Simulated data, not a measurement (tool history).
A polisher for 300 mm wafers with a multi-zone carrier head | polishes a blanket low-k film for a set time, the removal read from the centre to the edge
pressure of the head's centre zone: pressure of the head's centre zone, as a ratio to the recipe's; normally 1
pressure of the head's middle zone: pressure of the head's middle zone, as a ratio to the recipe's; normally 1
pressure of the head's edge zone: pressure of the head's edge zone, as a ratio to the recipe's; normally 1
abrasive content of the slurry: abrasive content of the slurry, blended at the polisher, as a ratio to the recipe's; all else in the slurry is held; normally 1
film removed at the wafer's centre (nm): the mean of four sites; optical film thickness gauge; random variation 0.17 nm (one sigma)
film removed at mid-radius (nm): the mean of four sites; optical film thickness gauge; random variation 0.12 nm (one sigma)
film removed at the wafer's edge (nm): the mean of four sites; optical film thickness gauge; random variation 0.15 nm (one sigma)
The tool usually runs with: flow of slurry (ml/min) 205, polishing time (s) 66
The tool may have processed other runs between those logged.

run     day  flow of slurry (ml/min)  pressure of the head's centre zone  pressure of the head's middle zone  pressure of the head's edge zone  abrasive content of the slurry  polishing time (s)  wafers since the last listed run  wafers polished on this pad  hours since the slurry nozzle was cleaned  hours since the centre zone pressure was calibrated  hours since the edge zone pressure was calibrated  hours since the carrier head's membrane was replaced  incoming thickness of the incoming film, nm  film removed at the wafer's centre (nm)  film removed at mid-radius (nm)  film removed at the wafer's edge (nm)
  1       0                      205                                   1                                   1                                 1                               1                  66                                 0                         1294                                      179.7                                                723.5                                              117.2                                                 244.2                                        787.8                                     17.1                             16.8                                   17.4
      0.267  -- worn pad replaced by a new one
  2   1.304                      205                                   1                                0.93                                 1                               1                  66                               266                          242                                        211                                                754.8                                              148.5                                                 275.5                                        788.6                                     17.3                               16                                   17.4
  3    2.65                      205                                   1                                   1                                 1                            1.15                  66                               314                          557                                      243.3                                                787.1                                              180.8                                                 307.8                                        777.6                                     18.4                             18.3                                   18.6
  4   3.879                      205                                   1                                   1                                 1                            1.15                  66                               287                          845                                      272.8                                                816.6                                              210.3                                                 337.3                                        788.4                                     18.7                             18.2                                   18.4
  5   5.158                      205                                   1                                1.03                                 1                               1                  66                               299                         1144                                      303.5                                                847.3                                                241                                                   368                                        799.1                                     17.3                             17.4                                     17
      5.688  -- worn pad replaced by a new one
  6   6.621                      205                                   1                                1.03                                 1                               1                  66                               303                          218                                      338.6                                                882.4                                              276.1                                                 403.1                                        788.3                                     17.4                             17.5                                   17.3
  7  10.217                      205                                   1                                1.03                                 1                               1                  66                               841                         1059                                      424.9                                                968.7                                              362.4                                                 489.4                                        786.9                                     17.9                             17.5                                   17.1
  8  11.712                      205                                   1                                   1                                 1                               1                  66                               349                         1409                                      460.8                                               1004.6                                              398.3                                                 525.3                                        778.3                                       18                             16.9                                   17.4
     12.758  -- worn pad replaced by a new one
  9   13.05                      205                                   1                                   1                                 1                               1                  66                               273                           68                                      492.9                                               1036.7                                              430.4                                                 557.4                                        774.4                                     18.1                             17.1                                   17.1
     13.179  -- edge zone pressure recalibrated
 10  15.917                      170                                1.11                                 1.1                                 1                             0.8                  66                               651                          719                                      561.7                                               1105.5                                               65.7                                                 626.2                                        781.2                                     17.1                             15.5                                   14.6
     18.121  -- worn pad replaced by a new one
 11  20.329                      205                                   1                                   1                               0.9                               1                  66                               993                          516                                      667.6                                               1211.4                                              171.6                                                 732.1                                        797.4                                     18.9                             16.9                                   16.3
     20.454  -- slurry nozzle cleaned
     22.629  -- carrier head's membrane replaced by a new one
     23.571  -- centre zone pressure recalibrated
 12  23.592                      245                                0.96                                   1                              1.09                             1.2                  66                               685                         1201                                       75.3                                                  0.5                                              249.9                                                  23.1                                        786.3                                     18.2                             19.1                                   19.6
     23.958  -- worn pad replaced by a new one
 13  24.912                      145                                   1                                   1                                 1                               1                  89                               270                          223                                        107                                                 32.2                                              281.6                                                  54.8                                        784.1                                     21.5                             21.4                                   21.9
 14  25.612                      205                                   1                                   1                                 1                               1                  82                               163                          386                                      123.8                                                   49                                              298.4                                                  71.6                                        794.4                                     20.7                               21                                   21.2
 15  27.033                      205                                   1                                 0.9                                 1                               1                  48                               332                          719                                      157.9                                                 83.1                                              332.5                                                 105.7                                        800.9                                     12.3                             11.3                                   12.5
 16  28.167                      165                                   1                                0.96                              0.93                               1                  88                               265                          984                                      185.1                                                110.3                                              359.7                                                 132.9                                        785.4                                     21.9                             21.1                                   21.4
 17  28.892                      205                                   1                                   1                                 1                               1                  66                               169                         1154                                      202.5                                                127.7                                              377.1                                                 150.3                                        807.5                                     16.7                             16.9                                   17.1
 18  29.596                      205                                   1                                   1                                 1                               1                  66                               164                         1318                                      219.4                                                144.6                                                394                                                 167.2                                        787.2                                       17                               17                                   17.2
     30.412  -- worn pad replaced by a new one
 19  30.762                      205                                   1                                   1                                 1                            1.15                  66                               233                           82                                      247.4                                                172.6                                                422                                                 195.2                                          801                                       18                             18.4                                   18.5

State the hidden condition of the tool at each of the runs:
removal rate lost through wear of the pad, %: 0, the same for each run
slurry flow missing at the pad, %: 0, the same for each run
deviation of the edge zone's pressure from its setpoint, %: 0, the same for each run
H1: deviation of the centre zone's pressure from its setpoint, %
run     H1
  1   3.47
  2   3.91
  3   4.38
  4   4.83
  5   5.31
  6   5.89
  7    7.4
  8   8.08
  9    8.7
 10   10.1
 11   12.4
 12  0.894
 13  0.904
 14  0.917
 15   0.96
 16   1.01
 17   1.05
 18   1.09
 19   1.18
